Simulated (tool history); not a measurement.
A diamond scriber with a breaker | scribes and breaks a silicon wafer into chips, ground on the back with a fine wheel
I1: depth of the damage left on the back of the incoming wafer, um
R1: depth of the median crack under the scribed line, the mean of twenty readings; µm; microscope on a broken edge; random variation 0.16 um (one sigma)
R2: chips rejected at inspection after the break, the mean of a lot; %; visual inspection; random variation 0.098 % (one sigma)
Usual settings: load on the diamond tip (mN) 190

run 1 hour=0 | load_on_the_diamond_tip_(mN)=210 | I1=2.97 | R1=14.76 R2=2.25
run 2 hour=12.8 | load_on_the_diamond_tip_(mN)=210 | I1=2.88 | R1=14.55 R2=1.99
run 3 hour=31.9 | load_on_the_diamond_tip_(mN)=210 | I1=1.65 | R1=14.35 R2=1.5
run 4 hour=47.5 | load_on_the_diamond_tip_(mN)=147 | I1=2.27 | R1=10.14 R2=25.59
run 5 hour=76 | load_on_the_diamond_tip_(mN)=147 | I1=1.72 | R1=9.94 R2=24.86
run 6 hour=106.1 | load_on_the_diamond_tip_(mN)=147 | I1=2.84 | R1=9.84 R2=26.57
run 7 hour=133.8 | load_on_the_diamond_tip_(mN)=163 | I1=2.27 | R1=11.15 R2=15.11
run 8 hour=158.6 | load_on_the_diamond_tip_(mN)=163 | I1=2.03 | R1=11.33 R2=15.02
run 9 hour=189.3 | load_on_the_diamond_tip_(mN)=190 | I1=1.82 | R1=12.85 R2=4.34
run 10 hour=208.3 | load_on_the_diamond_tip_(mN)=190 | I1=1.63 | R1=13.08 R2=3.93
run 11 hour=241.8 | load_on_the_diamond_tip_(mN)=190 | I1=2.25 | R1=12.98 R2=4.15
run 12 hour=277.6 | load_on_the_diamond_tip_(mN)=213 | I1=2.7 | R1=13.99 R2=2.19
run 13 hour=303.7 | load_on_the_diamond_tip_(mN)=213 | I1=2 | R1=14.52 R2=1.75
-- hour=332.3 load on the tip recalibrated
run 14 hour=335.7 | load_on_the_diamond_tip_(mN)=213 | I1=2.9 | R1=14.28 R2=2.46
run 15 hour=357.6 | load_on_the_diamond_tip_(mN)=174 | I1=2.96 | R1=11.62 R2=10.55
run 16 hour=393.9 | load_on_the_diamond_tip_(mN)=174 | I1=1.74 | R1=11.58 R2=9.94
run 17 hour=410.4 | load_on_the_diamond_tip_(mN)=190 | I1=1.55 | R1=12.79 R2=4.04
run 18 hour=442.9 | load_on_the_diamond_tip_(mN)=190 | I1=2.9 | R1=12.61 R2=5.95
run 19 hour=457.5 | load_on_the_diamond_tip_(mN)=190 | I1=2.47 | R1=12.74 R2=5.07
run 20 hour=471.4 | load_on_the_diamond_tip_(mN)=190 | I1=2.52 | R1=12.74 R2=5.45
-- hour=504.3 diamond tip replaced by a new one
run 21 hour=506.5 | load_on_the_diamond_tip_(mN)=228 | I1=1.62 | R1=16.65 R2=5.29
run 22 hour=539.9 | load_on_the_diamond_tip_(mN)=190 | I1=2.46 | R1=13.77 R2=2.06
run 23 hour=574.8 | load_on_the_diamond_tip_(mN)=234 | I1=1.98 | R1=16.79 R2=5.41
run 24 hour=609.5 | load_on_the_diamond_tip_(mN)=138 | I1=2.45 | R1=9.54 R2=30.2
run 25 hour=629.6 | load_on_the_diamond_tip_(mN)=160 | I1=2.35 | R1=11.35 R2=12.35
run 26 hour=660.1 | load_on_the_diamond_tip_(mN)=209 | I1=1.52 | R1=15.15 R2=1.73
run 27 hour=684 | load_on_the_diamond_tip_(mN)=241 | I1=2.93 | R1=16.59 R2=6.07
run 28 hour=706.2 | load_on_the_diamond_tip_(mN)=190 | I1=2.43 | R1=13.27 R2=3.15
run 29 hour=737.9 | load_on_the_diamond_tip_(mN)=244 | I1=1.65 | R1=16.81 R2=5.64

The next listed run, before its measurement:
run 30 hour=767.6 | load_on_the_diamond_tip_(mN)=212 | I1=2.04 | R1=? R2=?

Run 30 gave R1 14.63 µm, R2 1.67 %.
Without the tool's hidden state the same run would have given R1 15.98 µm, R2 3.52 %.

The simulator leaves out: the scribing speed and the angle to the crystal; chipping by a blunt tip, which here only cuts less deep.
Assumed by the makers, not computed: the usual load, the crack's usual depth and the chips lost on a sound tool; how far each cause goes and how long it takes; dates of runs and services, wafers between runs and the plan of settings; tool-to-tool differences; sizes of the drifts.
